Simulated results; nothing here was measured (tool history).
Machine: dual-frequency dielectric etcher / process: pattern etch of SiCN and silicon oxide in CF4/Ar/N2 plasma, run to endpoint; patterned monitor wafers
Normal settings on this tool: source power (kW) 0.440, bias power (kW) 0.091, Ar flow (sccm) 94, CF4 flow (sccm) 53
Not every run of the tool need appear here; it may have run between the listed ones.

run,hour,source power (kW),bias power (kW),Ar flow (sccm),CF4 flow (sccm),wafers since the last listed run,hours since the last wet clean,hours since the last source power generator calibration,hours since the last bias power generator calibration,hours since the last Ar flow controller change,hours since the last CF4 flow controller change,hours since the last upper electrode change,"incoming incoming film thickness, nm",endpoint time (s)
1,0.0,0.440,0.091,94,53,0,424.3,1012.1,3554.4,1656.3,1716.5,878.6,14.76,16.5
# hour 46.0: wet clean of the chamber
2,52.4,0.440,0.091,94,53,629,6.4,1064.5,3606.8,1708.7,1768.9,931.0,14.91,16.9
3,93.8,0.440,0.091,94,53,917,47.8,1105.9,3648.2,1750.1,1810.3,972.4,15.08,17.0
4,147.8,0.440,0.091,94,53,1196,101.8,1159.9,3702.2,1804.1,1864.3,1026.4,14.75,16.7
5,224.1,0.440,0.091,94,53,1691,178.1,1236.2,3778.5,1880.4,1940.6,1102.7,14.92,17.0
6,314.5,0.410,0.091,94,50,2003,268.5,1326.6,3868.9,1970.8,2031.0,1193.1,14.86,17.7
7,418.9,0.410,0.091,94,50,2314,372.9,1431.0,3973.3,2075.2,2135.4,1297.5,14.91,17.9
# hour 483.1: bias power generator calibrated
8,524.6,0.410,0.091,94,50,2254,478.6,1536.7,41.5,2180.9,2241.1,1403.2,14.91,17.7
# hour 589.7: wet clean of the chamber
9,704.8,0.440,0.091,94,53,3462,115.1,1716.9,221.7,2361.1,2421.3,1583.4,14.75,16.5
10,762.2,0.410,0.091,94,50,1272,172.5,1774.3,279.1,2418.5,2478.7,1640.8,14.94,17.6
11,851.7,0.540,0.069,78,48,1983,262.0,1863.8,368.6,2508.0,2568.2,1730.3,14.75,15.2
# hour 887.1: CF4 flow controller replaced
# hour 998.3: upper electrode replaced
# hour 1017.9: source power generator calibrated
# hour 1029.1: wet clean of the chamber
# hour 1059.1: Ar flow controller replaced
12,1072.3,0.360,0.103,112,53,3754,43.2,54.4,589.2,13.2,185.2,74.0,14.99,19.3
13,1132.4,0.440,0.091,84,53,1332,103.3,114.5,649.3,73.3,245.3,134.1,14.95,16.7
14,1231.7,0.480,0.071,112,53,2201,202.6,213.8,748.6,172.6,344.6,233.4,14.90,18.2
15,1311.7,0.370,0.091,115,49,1773,282.6,293.8,828.6,252.6,424.6,313.4,15.00,20.7
16,1416.1,0.440,0.084,79,48,2314,387.0,398.2,933.0,357.0,529.0,417.8,14.83,17.0
17,1489.1,0.440,0.072,94,65,1618,460.0,471.2,1006.0,430.0,602.0,490.8,14.96,17.8

The same runs without the tool's hidden state, with the same run-to-run variation:
Hidden state at play: etch rate over this chamber's usual, %; source power that arrives over what is set, %; bias power that arrives over what is set, %; Ar flow that arrives over what is set, %; CF4 flow that arrives over what is set, %.
run,endpoint time (s)
1,16.8
2,17.2
3,17.3
4,17.0
5,17.4
6,18.1
7,18.3
8,18.2
9,17.0
10,18.2
11,15.7
12,19.4
13,16.8
14,18.4
15,20.9
16,17.2
17,18.0

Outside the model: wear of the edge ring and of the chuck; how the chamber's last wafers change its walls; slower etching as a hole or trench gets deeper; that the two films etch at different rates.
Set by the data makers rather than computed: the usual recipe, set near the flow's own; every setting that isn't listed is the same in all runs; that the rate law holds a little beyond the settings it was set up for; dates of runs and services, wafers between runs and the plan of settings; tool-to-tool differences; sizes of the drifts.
